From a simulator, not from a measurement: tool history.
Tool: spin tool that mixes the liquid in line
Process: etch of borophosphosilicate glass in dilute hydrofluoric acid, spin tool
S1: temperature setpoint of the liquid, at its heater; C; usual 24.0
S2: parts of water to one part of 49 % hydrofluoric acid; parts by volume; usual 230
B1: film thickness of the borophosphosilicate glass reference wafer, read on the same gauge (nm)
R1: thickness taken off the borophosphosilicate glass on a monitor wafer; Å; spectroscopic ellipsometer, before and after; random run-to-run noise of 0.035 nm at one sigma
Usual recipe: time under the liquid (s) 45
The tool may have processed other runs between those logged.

Run 1, hour 0.0: usual settings; B1 59.97. Result: R1 96.9 Å.
Run 2, hour 31.4: usual settings; B1 60.01. Result: R1 96.8 Å.
Run 3, hour 54.3: usual settings but time under the liquid (s) 55; B1 60.01. Result: R1 118.2 Å.
Run 4, hour 77.4: usual settings but time under the liquid (s) 55; B1 60.02. Result: R1 118.4 Å.
Run 5, hour 109.0: usual settings but time under the liquid (s) 55; B1 60.02. Result: R1 118.4 Å.
Run 6, hour 127.7: usual settings but S2 315 parts by volume, time under the liquid (s) 25; B1 60.04. Result: R1 36.3 Å.
Run 7, hour 147.8: usual settings but S2 315 parts by volume, time under the liquid (s) 25; B1 60.00. Result: R1 36.2 Å.
Run 8, hour 176.9: usual settings but S2 295 parts by volume; B1 60.00. Result: R1 71.3 Å.
Run 9, hour 191.6: usual settings but S2 295 parts by volume; B1 60.00. Result: R1 70.8 Å.
Run 10, hour 210.7: usual settings but time under the liquid (s) 30; B1 60.03. Result: R1 64.7 Å.
Run 11, hour 241.5: usual settings but time under the liquid (s) 30; B1 59.98. Result: R1 64.9 Å.
Run 12, hour 266.6: usual settings; B1 60.00. Result: R1 97.7 Å.
Run 13, hour 286.1: usual settings but S2 295 parts by volume; B1 60.00. Result: R1 71.4 Å.
Run 14, hour 311.5: usual settings but time under the liquid (s) 25; B1 60.01. Result: R1 54.6 Å.
At hour 355.2: thermometer replaced.
At hour 374.0: gauge calibrated.
Run 15, hour 374.9: usual settings but S1 28.0 C; B1 60.01. Result: R1 109.3 Å.
Run 16, hour 408.9: usual settings; B1 60.00. Result: R1 94.8 Å.
Run 17, hour 426.3: usual settings but S2 175 parts by volume; B1 59.99. Result: R1 132.2 Å.
Run 18, hour 451.6: usual settings but S1 21.5 C, S2 330 parts by volume, time under the liquid (s) 30; B1 60.00. Result: R1 36.7 Å.
Run 19, hour 480.1: usual settings but S1 25.5 C, S2 335 parts by volume, time under the liquid (s) 55; B1 59.99. Result: R1 75.2 Å.
Run 20, hour 502.9: usual settings but time under the liquid (s) 35; B1 60.00. Result: R1 74.0 Å.
Run 21, hour 537.1: usual settings but S1 26.0 C, time under the liquid (s) 65; B1 60.02. Result: R1 148.9 Å.
At hour 564.9: hydrofluoric acid flow meter replaced.
Run 22, hour 566.1: usual settings but S2 160 parts by volume; B1 59.97. Result: R1 147.7 Å.
Run 23, hour 583.4: usual settings; B1 60.00. Result: R1 95.3 Å.
Run 24, hour 660.4: usual settings but time under the liquid (s) 60; B1 59.98. Result: R1 126.8 Å.
Run 25, hour 692.5: usual settings but S1 20.0 C, S2 260 parts by volume, time under the liquid (s) 65; B1 60.00. Result: R1 102.8 Å.
Run 26, hour 733.9: usual settings but S1 22.5 C, time under the liquid (s) 30; B1 60.01. Result: R1 60.4 Å.
Run 27, hour 758.7: usual settings but S1 21.0 C, S2 130 parts by volume; B1 60.01. Result: R1 169.2 Å.
Run 28, hour 772.2: usual settings but S1 27.0 C; B1 59.99. Result: R1 107.3 Å.
Run 29, hour 792.8: usual settings; B1 60.00. Result: R1 96.7 Å.
Run 30, hour 827.7: usual settings but S1 20.5 C, S2 150 parts by volume, time under the liquid (s) 65; B1 60.00. Result: R1 202.5 Å.
Run 31, hour 860.8: usual settings but S2 155 parts by volume; B1 59.97. Result: R1 155.2 Å.

Hidden state, per run?
hydrofluoric acid flow above the setpoint (%): 0 in every run
gauge reads high (%): 0 in every run
H1: liquid hotter than its thermometer reads (K)
run      H1
  1   0.656
  2   0.691
  3   0.718
  4   0.744
  5    0.78
  6   0.801
  7   0.824
  8   0.857
  9   0.874
 10   0.896
 11   0.931
 12    0.96
 13   0.982
 14    1.01
 15  0.0478
 16  0.0866
 17   0.106
 18   0.135
 19   0.168
 20   0.194
 21   0.233
 22   0.266
 23   0.286
 24   0.373
 25    0.41
 26   0.457
 27   0.486
 28   0.501
 29   0.524
 30   0.564
 31   0.602
